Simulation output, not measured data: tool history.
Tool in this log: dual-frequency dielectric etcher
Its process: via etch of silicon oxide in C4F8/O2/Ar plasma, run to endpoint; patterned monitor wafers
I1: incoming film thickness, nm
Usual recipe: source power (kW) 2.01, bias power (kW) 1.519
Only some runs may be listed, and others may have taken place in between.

{"run": 1, "hour": 0.0, "source power (kW)": 2.01, "bias power (kW)": 1.519, "I1": 999.7, "endpoint time (s)": 199.2}
{"run": 2, "hour": 73.0, "source power (kW)": 2.01, "bias power (kW)": 1.519, "I1": 993.9, "endpoint time (s)": 199.4}
{"run": 3, "hour": 113.1, "source power (kW)": 2.01, "bias power (kW)": 1.519, "I1": 1012.7, "endpoint time (s)": 202}
{"run": 4, "hour": 214.0, "source power (kW)": 2.01, "bias power (kW)": 1.519, "I1": 1005.6, "endpoint time (s)": 200.2}
{"run": 5, "hour": 272.0, "source power (kW)": 2.01, "bias power (kW)": 1.519, "I1": 1000.7, "endpoint time (s)": 199.4}
{"run": 6, "hour": 318.1, "source power (kW)": 1.89, "bias power (kW)": 1.519, "I1": 1000.7, "endpoint time (s)": 204.8}
{"run": 7, "hour": 410.2, "source power (kW)": 1.79, "bias power (kW)": 1.519, "I1": 1004.6, "endpoint time (s)": 212.1}
{"run": 8, "hour": 483.3, "source power (kW)": 1.79, "bias power (kW)": 1.519, "I1": 1009.2, "endpoint time (s)": 212.6}
{"run": 9, "hour": 574.8, "source power (kW)": 1.79, "bias power (kW)": 1.519, "I1": 999.1, "endpoint time (s)": 211.3}
{"run": 10, "hour": 612.7, "source power (kW)": 2.01, "bias power (kW)": 1.307, "I1": 994.7, "endpoint time (s)": 212.8}
{"run": 11, "hour": 798.6, "source power (kW)": 2.01, "bias power (kW)": 1.307, "I1": 1015.7, "endpoint time (s)": 217.2}
{"run": 12, "hour": 892.8, "source power (kW)": 2.01, "bias power (kW)": 1.307, "I1": 1006.8, "endpoint time (s)": 215.1}
{"run": 13, "hour": 991.8, "source power (kW)": 2.01, "bias power (kW)": 1.647, "I1": 1011, "endpoint time (s)": 193.8}
{"run": 14, "hour": 1094.9, "source power (kW)": 2.01, "bias power (kW)": 1.647, "I1": 1005.2, "endpoint time (s)": 195}
{"run": 15, "hour": 1178.1, "source power (kW)": 2.01, "bias power (kW)": 1.647, "I1": 1003.8, "endpoint time (s)": 195}
{"run": 16, "hour": 1257.3, "source power (kW)": 2.01, "bias power (kW)": 1.519, "I1": 997.6, "endpoint time (s)": 198.9}
{"run": 17, "hour": 1346.6, "source power (kW)": 2.43, "bias power (kW)": 1.714, "I1": 1000.8, "endpoint time (s)": 173.7}
{"run": 18, "hour": 1390.8, "source power (kW)": 2.24, "bias power (kW)": 1.266, "I1": 998.1, "endpoint time (s)": 202.5}
{"run": 19, "hour": 1448.5, "source power (kW)": 2.22, "bias power (kW)": 1.264, "I1": 1000, "endpoint time (s)": 206.1}
{"run": 20, "hour": 1521.4, "source power (kW)": 2.24, "bias power (kW)": 1.32, "I1": 997.4, "endpoint time (s)": 199.9}
{"run": 21, "hour": 1592.2, "source power (kW)": 2.01, "bias power (kW)": 1.519, "I1": 1011.5, "endpoint time (s)": 203.3}
{"run": 22, "hour": 1673.2, "source power (kW)": 2.25, "bias power (kW)": 1.519, "I1": 1008.9, "endpoint time (s)": 189.1}
{"run": 23, "hour": 1721.4, "source power (kW)": 1.74, "bias power (kW)": 1.519, "I1": 996.9, "endpoint time (s)": 213}
{"run": 24, "hour": 1763.1, "source power (kW)": 2.01, "bias power (kW)": 1.519, "I1": 1008.4, "endpoint time (s)": 202.7}
{"run": 25, "hour": 1939.8, "source power (kW)": 1.73, "bias power (kW)": 1.66, "I1": 994.1, "endpoint time (s)": 206.3}
{"run": 26, "hour": 1989.0, "source power (kW)": 1.66, "bias power (kW)": 1.741, "I1": 1014.3, "endpoint time (s)": 210.3}
{"run": 27, "hour": 2095.1, "source power (kW)": 1.68, "bias power (kW)": 1.282, "I1": 1002.3, "endpoint time (s)": 238.8}
{"run": 28, "hour": 2156.7, "source power (kW)": 2.38, "bias power (kW)": 1.271, "I1": 1000.8, "endpoint time (s)": 200.8}
{"run": 29, "hour": 2209.6, "source power (kW)": 1.66, "bias power (kW)": 1.519, "I1": 1002.2, "endpoint time (s)": 221.1}
{"run": 30, "hour": 2288.2, "source power (kW)": 2.01, "bias power (kW)": 1.519, "I1": 997, "endpoint time (s)": 199.6}
{"run": 31, "hour": 2347.8, "source power (kW)": 2.41, "bias power (kW)": 1.835, "I1": 1002.6, "endpoint time (s)": 169.2}
{"run": 32, "hour": 2430.3, "source power (kW)": 1.71, "bias power (kW)": 1.158, "I1": 1008, "endpoint time (s)": 248}

Put back what was entered between runs (8 entries, withheld): which listed runs does each sit between, and how does the hidden state differ from the listed run before to the listed run after?
Between runs 6 and 7: wet clean of the chamber (hour 378.6)
  no hidden state differs between the two runs
Between runs 11 and 12: wet clean of the chamber (hour 880)
  no hidden state differs between the two runs
Between runs 16 and 17: bias power generator calibrated (hour 1305.1); wet clean of the chamber (hour 1307.1)
  no hidden state differs between the two runs
Between runs 24 and 25: wet clean of the chamber (hour 1833.4); upper electrode replaced (hour 1849.9); source power generator calibrated (hour 1908.5)
  no hidden state differs between the two runs
Between runs 30 and 31: wet clean of the chamber (hour 2347.3)
  no hidden state differs between the two runs

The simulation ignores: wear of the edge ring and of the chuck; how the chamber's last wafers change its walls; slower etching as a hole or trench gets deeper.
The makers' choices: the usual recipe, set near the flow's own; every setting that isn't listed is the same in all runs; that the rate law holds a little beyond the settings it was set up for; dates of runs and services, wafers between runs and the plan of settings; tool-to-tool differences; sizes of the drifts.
